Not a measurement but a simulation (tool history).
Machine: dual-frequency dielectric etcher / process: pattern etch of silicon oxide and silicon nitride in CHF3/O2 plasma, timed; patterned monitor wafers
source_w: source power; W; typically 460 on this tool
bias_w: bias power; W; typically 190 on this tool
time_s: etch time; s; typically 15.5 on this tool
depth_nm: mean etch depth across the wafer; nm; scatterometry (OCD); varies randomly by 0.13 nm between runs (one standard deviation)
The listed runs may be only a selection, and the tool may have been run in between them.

run	hour	source_w	bias_w	time_s	wafers since the last listed run	hours since the last wet clean	hours since the last source power generator calibration	hours since the last bias power generator calibration	hours since the last upper electrode change	hours since the gauge calibration	read-back reference wafer on the same gauge, depth_nm	depth_nm
1	0.0	460	190	15.5	0	172.2	3255.7	3796.4	3469.0	1128.8	23.27	19.52
2	24.4	460	161	15.5	305	196.6	3280.1	3820.8	3493.4	1153.2	23.28	18.10
3	47.2	460	190	15.5	285	219.4	3302.9	3843.6	3516.2	1176.0	23.17	19.62
# hour 73.0: gauge calibrated
4	82.1	460	190	15.5	436	254.3	3337.8	3878.5	3551.1	9.1	24.14	20.46
5	105.0	460	190	15.5	286	277.2	3360.7	3901.4	3574.0	32.0	24.09	20.50
# hour 132.7: upper electrode replaced
6	136.3	460	166	15.5	91	308.5	3392.0	3932.7	3.6	63.3	24.14	19.02
7	163.0	460	175	13.5	334	335.2	3418.7	3959.4	30.3	90.0	24.09	17.03
# hour 188.2: wet clean of the chamber
8	188.7	460	190	13.0	21	0.5	3444.4	3985.1	56.0	115.7	24.02	17.17
9	211.2	460	190	15.5	281	23.0	3466.9	4007.6	78.5	138.2	24.06	20.23
10	232.1	460	170	15.5	261	43.9	3487.8	4028.5	99.4	159.1	24.07	19.12
# hour 260.9: source power generator calibrated
11	264.7	530	190	15.5	357	76.5	3.8	4061.1	132.0	191.7	23.99	21.87
# hour 274.9: bias power generator calibrated
12	277.3	540	219	13.0	107	89.1	16.4	2.4	144.6	204.3	23.98	19.75
13	308.1	530	150	19.0	385	119.9	47.2	33.2	175.4	235.1	23.96	24.08
14	328.7	460	190	15.5	257	140.5	67.8	53.8	196.0	255.7	23.93	20.05
15	359.2	460	190	15.5	381	171.0	98.3	84.3	226.5	286.2	24.00	20.15
16	381.5	360	215	17.0	279	193.3	120.6	106.6	248.8	308.5	23.94	20.26
17	407.0	460	190	15.5	319	218.8	146.1	132.1	274.3	334.0	23.90	20.16
18	422.3	580	190	18.5	191	234.1	161.4	147.4	289.6	349.3	23.83	27.06
19	436.7	560	235	15.5	180	248.5	175.8	161.8	304.0	363.7	23.89	24.74
20	472.0	400	229	18.0	441	283.8	211.1	197.1	339.3	399.0	23.81	23.89
# hour 534.3: wet clean of the chamber
21	534.8	550	175	13.5	485	0.5	273.9	259.9	402.1	461.8	23.83	18.66
22	537.8	460	190	15.5	37	3.5	276.9	262.9	405.1	464.8	23.75	19.98
23	554.9	390	227	12.0	214	20.6	294.0	280.0	422.2	481.9	23.72	15.54
24	567.1	500	190	19.5	152	32.8	306.2	292.2	434.4	494.1	23.68	26.30
25	597.2	460	190	15.5	376	62.9	336.3	322.3	464.5	524.2	23.72	19.85
26	624.3	390	164	17.5	339	90.0	363.4	349.4	491.6	551.3	23.72	18.82
27	651.0	460	190	15.5	334	116.7	390.1	376.1	518.3	578.0	23.66	19.90
28	685.4	520	224	19.5	430	151.1	424.5	410.5	552.7	612.4	23.69	28.91
29	717.8	410	154	15.5	405	183.5	456.9	442.9	585.1	644.8	23.63	16.79
30	732.6	560	190	15.5	185	198.3	471.7	457.7	599.9	659.6	23.64	22.11

Hidden state or all else? Some run-to-run changes of depth_nm, split into what the settings, what came in and random variation would give without the hidden state, and what is left for the hidden state (with any gauge scatter that isn't in both results):
The tool's hidden condition here consists of: etch rate over this chamber's usual, %; source power that arrives over what is set, %; bias power that arrives over what is set, %; gauge reads high (%).
Run 3 -> 4: gauge calibrated. depth_nm +0.84 nm: hidden state +0.77, all else +0.07.
Run 23 -> 24: source_w 390 -> 500, bias_w 227 -> 190, time_s 12.0 -> 19.5. depth_nm +10.76 nm: hidden state -0.17, all else +10.93.
Run 27 -> 28: source_w 460 -> 520, bias_w 190 -> 224, time_s 15.5 -> 19.5. depth_nm +9.01 nm: hidden state -0.20, all else +9.21.
Run 28 -> 29: source_w 520 -> 410, bias_w 224 -> 154, time_s 19.5 -> 15.5. depth_nm -12.12 nm: hidden state +0.22, all else -12.34.
